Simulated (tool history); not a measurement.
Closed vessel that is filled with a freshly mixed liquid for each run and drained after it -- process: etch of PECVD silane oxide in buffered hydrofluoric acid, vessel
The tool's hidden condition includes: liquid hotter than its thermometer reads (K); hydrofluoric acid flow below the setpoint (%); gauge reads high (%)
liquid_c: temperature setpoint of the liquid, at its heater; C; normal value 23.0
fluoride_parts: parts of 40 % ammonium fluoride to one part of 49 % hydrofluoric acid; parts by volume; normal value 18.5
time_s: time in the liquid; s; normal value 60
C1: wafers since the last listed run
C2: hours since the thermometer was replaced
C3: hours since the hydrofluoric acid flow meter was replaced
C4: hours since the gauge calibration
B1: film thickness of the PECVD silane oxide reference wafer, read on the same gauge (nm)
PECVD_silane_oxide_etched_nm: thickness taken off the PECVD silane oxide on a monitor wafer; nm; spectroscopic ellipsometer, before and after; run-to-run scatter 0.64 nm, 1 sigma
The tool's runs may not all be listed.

Run 1, hour 0.0: usual settings; C1 0; C2 1810.1; C3 821.9; C4 1038.4; B1 120.00. Result: PECVD_silane_oxide_etched_nm 104.80 nm.
At hour 6.3: gauge calibrated.
Run 2, hour 69.1: usual settings; C1 8038; C2 1879.2; C3 891.0; C4 62.8; B1 120.01. Result: PECVD_silane_oxide_etched_nm 103.51 nm.
Run 3, hour 136.2: usual settings; C1 7805; C2 1946.3; C3 958.1; C4 129.9; B1 120.01. Result: PECVD_silane_oxide_etched_nm 104.61 nm.
Run 4, hour 226.7: usual settings; C1 10527; C2 2036.8; C3 1048.6; C4 220.4; B1 120.00. Result: PECVD_silane_oxide_etched_nm 104.14 nm.
Run 5, hour 268.3: usual settings; C1 4839; C2 2078.4; C3 1090.2; C4 262.0; B1 120.00. Result: PECVD_silane_oxide_etched_nm 103.31 nm.
Run 6, hour 340.8: usual settings; C1 8433; C2 2150.9; C3 1162.7; C4 334.5; B1 120.01. Result: PECVD_silane_oxide_etched_nm 104.02 nm.
Run 7, hour 427.5: usual settings; C1 10085; C2 2237.6; C3 1249.4; C4 421.2; B1 119.99. Result: PECVD_silane_oxide_etched_nm 103.61 nm.
Run 8, hour 518.0: usual settings; C1 10527; C2 2328.1; C3 1339.9; C4 511.7; B1 120.00. Result: PECVD_silane_oxide_etched_nm 103.56 nm.
Run 9, hour 563.2: usual settings; C1 5257; C2 2373.3; C3 1385.1; C4 556.9; B1 120.00. Result: PECVD_silane_oxide_etched_nm 103.13 nm.
Run 10, hour 617.4: usual settings; C1 6304; C2 2427.5; C3 1439.3; C4 611.1; B1 119.96. Result: PECVD_silane_oxide_etched_nm 104.07 nm.
Run 11, hour 658.7: usual settings; C1 4804; C2 2468.8; C3 1480.6; C4 652.4; B1 120.00. Result: PECVD_silane_oxide_etched_nm 103.48 nm.
At hour 699.7: thermometer replaced.
Run 12, hour 757.0: usual settings but liquid_c 27.5 C; C1 11318; C2 57.3; C3 1578.9; C4 750.7; B1 120.00. Result: PECVD_silane_oxide_etched_nm 130.58 nm.
Run 13, hour 811.5: usual settings but liquid_c 19.0 C, time_s 30 s; C1 6339; C2 111.8; C3 1633.4; C4 805.2; B1 120.00. Result: PECVD_silane_oxide_etched_nm 41.22 nm.
Run 14, hour 893.8: usual settings; C1 9573; C2 194.1; C3 1715.7; C4 887.5; B1 119.97. Result: PECVD_silane_oxide_etched_nm 102.15 nm.
Run 15, hour 997.0: usual settings but fluoride_parts 21.5 parts by volume; C1 12004; C2 297.3; C3 1818.9; C4 990.7; B1 119.99. Result: PECVD_silane_oxide_etched_nm 90.88 nm.
Run 16, hour 1069.8: usual settings; C1 8468; C2 370.1; C3 1891.7; C4 1063.5; B1 120.02. Result: PECVD_silane_oxide_etched_nm 102.94 nm.
At hour 1122.5: gauge calibrated.
Run 17, hour 1158.0: usual settings but time_s 30 s; C1 10259; C2 458.3; C3 1979.9; C4 35.5; B1 119.98. Result: PECVD_silane_oxide_etched_nm 50.82 nm.

Predict the results of run 18:
Run 18, hour 1212.7: usual settings; C1 6362; C2 513.0; C3 2034.6; C4 90.2; B1 ?. Result: PECVD_silane_oxide_etched_nm ?.

{"run 18": {"B1": 120.0, "PECVD_silane_oxide_etched_nm": 101.35}}
Take away the tool's hidden state, keep the run-to-run variation as it was, and the same run would have given PECVD_silane_oxide_etched_nm 106.67 nm.

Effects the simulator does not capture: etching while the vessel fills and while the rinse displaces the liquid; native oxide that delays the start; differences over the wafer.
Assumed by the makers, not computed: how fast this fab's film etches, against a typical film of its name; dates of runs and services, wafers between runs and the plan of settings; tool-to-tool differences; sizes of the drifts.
